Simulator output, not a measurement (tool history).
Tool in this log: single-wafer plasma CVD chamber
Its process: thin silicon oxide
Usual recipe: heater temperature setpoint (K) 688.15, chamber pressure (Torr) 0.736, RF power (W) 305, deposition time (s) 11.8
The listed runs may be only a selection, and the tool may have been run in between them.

run	day	heater temperature setpoint (K)	chamber pressure (Torr)	RF power (W)	deposition time (s)	read-back reference wafer on the same gauge, thickness_nm	mean film thickness on the monitor wafer (angstrom)
1	0	688.15	0.736	305	11.8	22.124	198.21
2	1.508	688.15	0.736	305	11.8	22.115	198.11
3	4.221	688.15	0.736	305	10.8	22.071	181.02
# day 7.533: RF generator calibrated
4	7.554	676.15	0.736	305	11.8	22.111	197.64
5	10.583	688.15	0.736	305	11.8	22.105	196.99
6	12.821	688.15	0.736	305	11.8	22.118	195.6
7	18.004	688.15	0.736	305	11.8	22.09	193.99
8	21.312	688.15	0.736	305	11.8	22.092	195.58
9	24.971	688.15	0.736	305	11.8	22.12	194.72
# day 31.329: showerhead replaced
10	34.646	688.15	0.668	305	11.8	22.084	177.89
11	36.238	688.15	0.736	305	11.8	22.072	195.3
12	38.533	688.15	0.736	305	11.8	22.107	194
13	40.496	683.15	0.83	250	11.1	22.103	188.63
14	42.758	688.15	0.736	305	13.6	22.059	221.39
15	46.767	688.15	0.668	305	11.8	22.074	177.19
# day 47.771: gauge calibrated
# day 48.008: capacitance manometer re-zeroed and calibrated
16	48.575	688.15	0.736	305	11.8	22.142	202.59
# day 48.992: RF generator calibrated
# day 49.717: thermocouple changed; heater temperature recalibrated
17	51.583	688.15	0.736	305	10.3	22.047	176.67
18	54.538	688.15	0.586	260	11.8	22.129	157.66
19	56.175	688.15	0.736	305	11.8	22.107	202.99
20	59.5	688.15	0.736	305	13.7	22.082	233.41
21	63.35	688.15	0.736	305	11.8	22.134	200.95
22	66.408	701.15	0.912	255	13.5	22.058	255.83
23	70.138	684.15	0.678	285	10.3	22.107	159.11
24	72.079	688.15	0.833	305	11.8	22.151	221.49
25	74.042	675.15	0.595	360	10.1	22.123	151.8

Hidden state, per run?
wafer temperature above the value expected at the setpoint (K): 0 at every run
delivered RF power above the setpoint (%): 0 at every run
gauge reads high (%): 0 at every run
H1: true pressure above the setpoint (%)
run	H1
1	-2.52
2	-2.62
3	-2.8
4	-3.02
5	-3.22
6	-3.36
7	-3.7
8	-3.92
9	-4.16
10	-4.79
11	-4.89
12	-5.04
13	-5.17
14	-5.32
15	-5.58
16	0.328
17	0.131
18	-0.0622
19	-0.169
20	-0.387
21	-0.638
22	-0.838
23	-1.08
24	-1.21
25	-1.34

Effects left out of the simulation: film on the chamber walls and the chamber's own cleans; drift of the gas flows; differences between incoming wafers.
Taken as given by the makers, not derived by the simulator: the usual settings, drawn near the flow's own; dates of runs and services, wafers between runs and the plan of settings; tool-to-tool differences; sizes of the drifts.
